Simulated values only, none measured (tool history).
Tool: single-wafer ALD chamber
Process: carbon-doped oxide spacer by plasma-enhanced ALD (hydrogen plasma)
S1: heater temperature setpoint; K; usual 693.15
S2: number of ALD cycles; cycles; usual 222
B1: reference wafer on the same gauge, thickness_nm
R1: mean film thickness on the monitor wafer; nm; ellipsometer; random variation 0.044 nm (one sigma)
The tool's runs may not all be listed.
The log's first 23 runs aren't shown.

run	hour	S1	S2	B1	R1
24	2084.6	693.15	237	8.200	10.860
25	2178.7	702.15	196	8.203	8.696
26	2216.8	693.15	222	8.206	10.184
27	2322.7	698.15	207	8.199	9.315
28	2368.0	703.15	247	8.204	10.850
29	2442.3	697.15	222	8.195	9.994
30	2482.8	681.15	222	8.195	10.580
31	2559.7	701.15	186	8.194	8.248
32	2660.4	688.15	222	8.196	10.503
33	2758.9	700.15	222	8.198	10.017
34	2852.3	684.15	222	8.198	10.523
35	2896.3	681.15	207	8.206	9.963
36	3139.5	680.15	222	8.201	10.791
37	3237.3	706.15	255	8.203	11.326

Forecast run 38:
38	3294.0	697.15	204	?	?

{"run 38": {"B1": 8.205, "R1": 9.273}}
Without the tool's hidden state the same run would have given R1 9.168 nm.

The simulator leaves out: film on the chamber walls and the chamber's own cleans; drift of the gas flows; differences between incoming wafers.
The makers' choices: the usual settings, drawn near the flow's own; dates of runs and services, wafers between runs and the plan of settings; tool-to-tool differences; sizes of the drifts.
